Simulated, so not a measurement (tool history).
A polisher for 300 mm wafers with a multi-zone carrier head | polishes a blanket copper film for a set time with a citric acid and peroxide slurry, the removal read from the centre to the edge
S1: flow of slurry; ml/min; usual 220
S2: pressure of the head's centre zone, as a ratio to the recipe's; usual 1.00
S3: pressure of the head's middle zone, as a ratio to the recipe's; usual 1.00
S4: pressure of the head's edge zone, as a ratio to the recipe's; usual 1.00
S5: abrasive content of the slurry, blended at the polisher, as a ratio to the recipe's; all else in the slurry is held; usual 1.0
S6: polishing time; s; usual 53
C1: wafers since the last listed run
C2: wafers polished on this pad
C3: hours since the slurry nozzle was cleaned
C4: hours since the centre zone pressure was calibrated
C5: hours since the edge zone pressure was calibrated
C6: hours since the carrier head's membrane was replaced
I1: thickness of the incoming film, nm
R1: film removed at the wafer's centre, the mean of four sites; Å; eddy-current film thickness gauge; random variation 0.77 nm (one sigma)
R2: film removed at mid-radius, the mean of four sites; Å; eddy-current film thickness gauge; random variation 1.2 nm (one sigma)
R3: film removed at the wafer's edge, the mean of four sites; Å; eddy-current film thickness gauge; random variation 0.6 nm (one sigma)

| run | day | S1 | S2 | S3 | S4 | S5 | S6 | C1 | C2 | C3 | C4 | C5 | C6 | I1 | R1 | R2 | R3 |
|---|---|---|---|---|---|---|---|---|---|---|---|---|---|---|---|---|---|
| 1 | 0.000 | 220 | 1.00 | 1.06 | 1.00 | 1.0 | 53 | 0 | 1806 | 145.8 | 577.2 | 163.1 | 472.9 | 1232.5 | 790 | 842 | 792 |
| 2 | 2.638 | 250 | 1.00 | 1.00 | 1.00 | 1.0 | 53 | 576 | 2382 | 209.1 | 640.5 | 226.4 | 536.2 | 1262.9 | 797 | 812 | 788 |
|  | 4.604 | worn pad replaced by a new one |
| 3 | 4.892 | 250 | 1.00 | 1.00 | 1.00 | 1.0 | 53 | 456 | 63 | 263.2 | 694.6 | 280.5 | 590.3 | 1260.7 | 798 | 791 | 798 |
|  | 6.158 | centre zone pressure recalibrated |
| 4 | 7.396 | 250 | 1.00 | 1.00 | 1.00 | 1.0 | 53 | 529 | 592 | 323.3 | 29.7 | 340.6 | 650.4 | 1266.8 | 785 | 807 | 800 |
| 5 | 9.221 | 220 | 1.00 | 1.00 | 0.92 | 1.0 | 53 | 398 | 991 | 367.1 | 73.5 | 384.4 | 694.2 | 1253.6 | 758 | 781 | 741 |
| 6 | 13.242 | 220 | 1.00 | 1.00 | 0.92 | 1.0 | 53 | 878 | 1870 | 463.6 | 170.0 | 480.9 | 790.7 | 1236.6 | 768 | 779 | 737 |
| 7 | 14.800 | 220 | 1.00 | 1.00 | 0.92 | 1.0 | 53 | 340 | 2210 | 501.0 | 207.4 | 518.3 | 828.1 | 1264.7 | 772 | 768 | 753 |
| 8 | 17.025 | 220 | 1.00 | 1.00 | 1.03 | 1.0 | 53 | 486 | 2696 | 554.4 | 260.8 | 571.7 | 881.5 | 1273.4 | 758 | 766 | 772 |
|  | 17.883 | worn pad replaced by a new one, of another model than before |
| 9 | 18.542 | 220 | 1.00 | 1.00 | 1.03 | 1.0 | 53 | 295 | 144 | 590.8 | 297.2 | 608.1 | 917.9 | 1258.5 | 777 | 786 | 792 |
| 10 | 22.142 | 165 | 1.00 | 1.07 | 1.00 | 1.0 | 53 | 786 | 931 | 677.2 | 383.6 | 694.5 | 1004.3 | 1245.6 | 754 | 780 | 754 |
| 11 | 25.925 | 220 | 0.96 | 1.12 | 1.00 | 1.0 | 53 | 826 | 1758 | 768.0 | 474.4 | 785.3 | 1095.1 | 1264.1 | 755 | 842 | 781 |
|  | 28.721 | slurry nozzle cleaned |
|  | 29.221 | worn pad replaced by a new one |
|  | 30.254 | edge zone pressure recalibrated |
| 12 | 30.367 | 150 | 1.10 | 1.00 | 0.92 | 0.8 | 53 | 907 | 232 | 39.5 | 581.0 | 2.7 | 1201.7 | 1277.4 | 820 | 755 | 724 |
| 13 | 33.746 | 220 | 1.00 | 1.00 | 1.00 | 1.0 | 53 | 738 | 970 | 120.6 | 662.1 | 83.8 | 1282.8 | 1266.6 | 783 | 807 | 797 |

Run 14 comes next. What will it give?
| 14 | 35.704 | 220 | 1.00 | 1.06 | 1.00 | 1.0 | 53 | 428 | 1398 | 167.6 | 709.1 | 130.8 | 1329.8 | 1249.2 | ? | ? | ? |

{"run 14": {"R1": 799, "R2": 827, "R3": 780}}
Without the tool's hidden state the same run would have given R1 811 Å, R2 837 Å, R3 787 Å.
